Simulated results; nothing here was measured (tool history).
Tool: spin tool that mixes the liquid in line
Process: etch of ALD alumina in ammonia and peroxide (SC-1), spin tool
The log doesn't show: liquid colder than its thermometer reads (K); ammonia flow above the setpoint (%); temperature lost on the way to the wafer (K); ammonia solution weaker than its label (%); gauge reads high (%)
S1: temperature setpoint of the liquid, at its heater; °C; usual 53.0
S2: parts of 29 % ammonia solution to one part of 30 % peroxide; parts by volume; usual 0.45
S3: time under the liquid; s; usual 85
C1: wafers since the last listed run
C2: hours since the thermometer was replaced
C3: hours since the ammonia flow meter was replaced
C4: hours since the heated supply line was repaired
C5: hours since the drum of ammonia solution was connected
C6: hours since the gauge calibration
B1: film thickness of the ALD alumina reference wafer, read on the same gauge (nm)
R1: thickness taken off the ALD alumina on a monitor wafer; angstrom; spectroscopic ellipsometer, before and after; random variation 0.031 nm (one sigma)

run 1 day=0.000 | S1=53.0 S2=0.45 S3=85 | C1=0 C2=2290.4 C3=513.2 C4=24.1 C5=571.7 C6=2043.2 | B1=149.97 | R1=87.8
-- day=0.958 new drum of ammonia solution connected
run 2 day=2.317 | S1=53.0 S2=0.45 S3=85 | C1=695 C2=2346.0 C3=568.8 C4=79.7 C5=32.6 C6=2098.8 | B1=150.01 | R1=87.6
run 3 day=4.317 | S1=53.0 S2=0.45 S3=85 | C1=611 C2=2394.0 C3=616.8 C4=127.7 C5=80.6 C6=2146.8 | B1=149.96 | R1=87.6
run 4 day=7.446 | S1=53.0 S2=0.55 S3=85 | C1=956 C2=2469.1 C3=691.9 C4=202.8 C5=155.7 C6=2221.9 | B1=149.97 | R1=89.3
run 5 day=9.217 | S1=53.0 S2=0.55 S3=85 | C1=541 C2=2511.6 C3=734.4 C4=245.3 C5=198.2 C6=2264.4 | B1=150.03 | R1=88.8
run 6 day=13.233 | S1=53.0 S2=0.45 S3=85 | C1=1228 C2=2608.0 C3=830.8 C4=341.7 C5=294.6 C6=2360.8 | B1=150.02 | R1=87.4
run 7 day=15.904 | S1=59.5 S2=0.45 S3=45 | C1=816 C2=2672.1 C3=894.9 C4=405.8 C5=358.7 C6=2424.9 | B1=150.02 | R1=65.5
run 8 day=17.454 | S1=53.0 S2=0.45 S3=85 | C1=473 C2=2709.3 C3=932.1 C4=443.0 C5=395.9 C6=2462.1 | B1=150.00 | R1=87.8
-- day=20.346 ammonia flow meter replaced
run 9 day=21.025 | S1=62.0 S2=0.30 S3=135 | C1=1078 C2=2795.0 C3=16.3 C4=528.7 C5=481.6 C6=2547.8 | B1=150.04 | R1=214.7
-- day=22.421 new drum of ammonia solution connected
run 10 day=25.058 | S1=53.0 S2=0.45 S3=85 | C1=1220 C2=2891.8 C3=113.1 C4=625.5 C5=63.3 C6=2644.6 | B1=149.95 | R1=88.1
run 11 day=26.975 | S1=53.0 S2=0.45 S3=85 | C1=585 C2=2937.8 C3=159.1 C4=671.5 C5=109.3 C6=2690.6 | B1=150.01 | R1=87.7
-- day=27.254 thermometer replaced
run 12 day=31.421 | S1=46.0 S2=0.50 S3=55 | C1=1346 C2=100.0 C3=265.8 C4=778.2 C5=216.0 C6=2797.3 | B1=150.00 | R1=38.7
-- day=33.550 gauge calibrated
run 13 day=34.929 | S1=53.0 S2=0.55 S3=65 | C1=1072 C2=184.2 C3=350.0 C4=862.4 C5=300.2 C6=33.1 | B1=150.01 | R1=68.0
run 14 day=38.221 | S1=53.0 S2=0.45 S3=85 | C1=1006 C2=263.2 C3=429.0 C4=941.4 C5=379.2 C6=112.1 | B1=149.96 | R1=87.9
run 15 day=41.300 | S1=53.0 S2=0.45 S3=85 | C1=941 C2=337.1 C3=502.9 C4=1015.3 C5=453.1 C6=186.0 | B1=150.02 | R1=87.6
-- day=42.625 new drum of ammonia solution connected
run 16 day=42.838 | S1=48.0 S2=0.35 S3=105 | C1=457 C2=374.0 C3=539.8 C4=1052.2 C5=5.1 C6=222.9 | B1=150.01 | R1=80.6
run 17 day=45.058 | S1=44.5 S2=0.60 S3=55 | C1=678 C2=427.3 C3=593.1 C4=1105.5 C5=58.4 C6=276.2 | B1=150.03 | R1=36.4
run 18 day=47.046 | S1=53.0 S2=0.45 S3=85 | C1=607 C2=475.0 C3=640.8 C4=1153.2 C5=106.1 C6=323.9 | B1=150.00 | R1=87.7
-- day=49.925 heated supply line repaired
run 19 day=51.433 | S1=50.5 S2=0.40 S3=45 | C1=1328 C2=580.3 C3=746.1 C4=36.2 C5=211.4 C6=429.2 | B1=149.95 | R1=40.1
run 20 day=53.725 | S1=53.0 S2=0.40 S3=125 | C1=700 C2=635.3 C3=801.1 C4=91.2 C5=266.4 C6=484.2 | B1=150.02 | R1=127.8
run 21 day=55.862 | S1=53.0 S2=0.40 S3=100 | C1=653 C2=686.6 C3=852.4 C4=142.5 C5=317.7 C6=535.5 | B1=150.01 | R1=101.3
run 22 day=58.517 | S1=57.0 S2=0.55 S3=110 | C1=811 C2=750.3 C3=916.1 C4=206.2 C5=381.4 C6=599.2 | B1=150.00 | R1=142.1
-- day=59.579 ammonia flow meter replaced
run 23 day=62.767 | S1=48.5 S2=0.45 S3=55 | C1=1286 C2=852.3 C3=76.5 C4=308.2 C5=483.4 C6=701.2 | B1=149.97 | R1=44.2
run 24 day=65.642 | S1=53.0 S2=0.45 S3=50 | C1=878 C2=921.3 C3=145.5 C4=377.2 C5=552.4 C6=770.2 | B1=150.03 | R1=51.5
-- day=66.717 new drum of ammonia solution connected
run 25 day=68.958 | S1=46.0 S2=0.45 S3=50 | C1=1001 C2=1000.9 C3=225.1 C4=456.8 C5=53.8 C6=849.8 | B1=150.03 | R1=35.0

4 ways to go on from here, each from the tool as it stands after run 25. What would each give?
run A day=68.975 | S1=53.0 S2=0.45 S3=85 | C1=5 C2=1001.3 C3=225.5 C4=457.2 C5=54.2 C6=850.2 | B1=? | R1=?
run B day=68.975 | S1=53.0 S2=0.65 S3=85 | C1=5 C2=1001.3 C3=225.5 C4=457.2 C5=54.2 C6=850.2 | B1=? | R1=?
run C day=68.975 | S1=44.5 S2=0.55 S3=45 | C1=5 C2=1001.3 C3=225.5 C4=457.2 C5=54.2 C6=850.2 | B1=? | R1=?
run D day=68.975 | S1=53.0 S2=0.50 S3=85 | C1=5 C2=1001.3 C3=225.5 C4=457.2 C5=54.2 C6=850.2 | B1=? | R1=?

run=A B1=150.00 R1=87.3
run=B B1=150.00 R1=90.4
run=C B1=150.00 R1=29.4
run=D B1=150.00 R1=88.2
Without the tool's hidden state the same runs would have given:
run=A R1=87.3
run=B R1=90.4
run=C R1=29.4
run=D R1=88.2

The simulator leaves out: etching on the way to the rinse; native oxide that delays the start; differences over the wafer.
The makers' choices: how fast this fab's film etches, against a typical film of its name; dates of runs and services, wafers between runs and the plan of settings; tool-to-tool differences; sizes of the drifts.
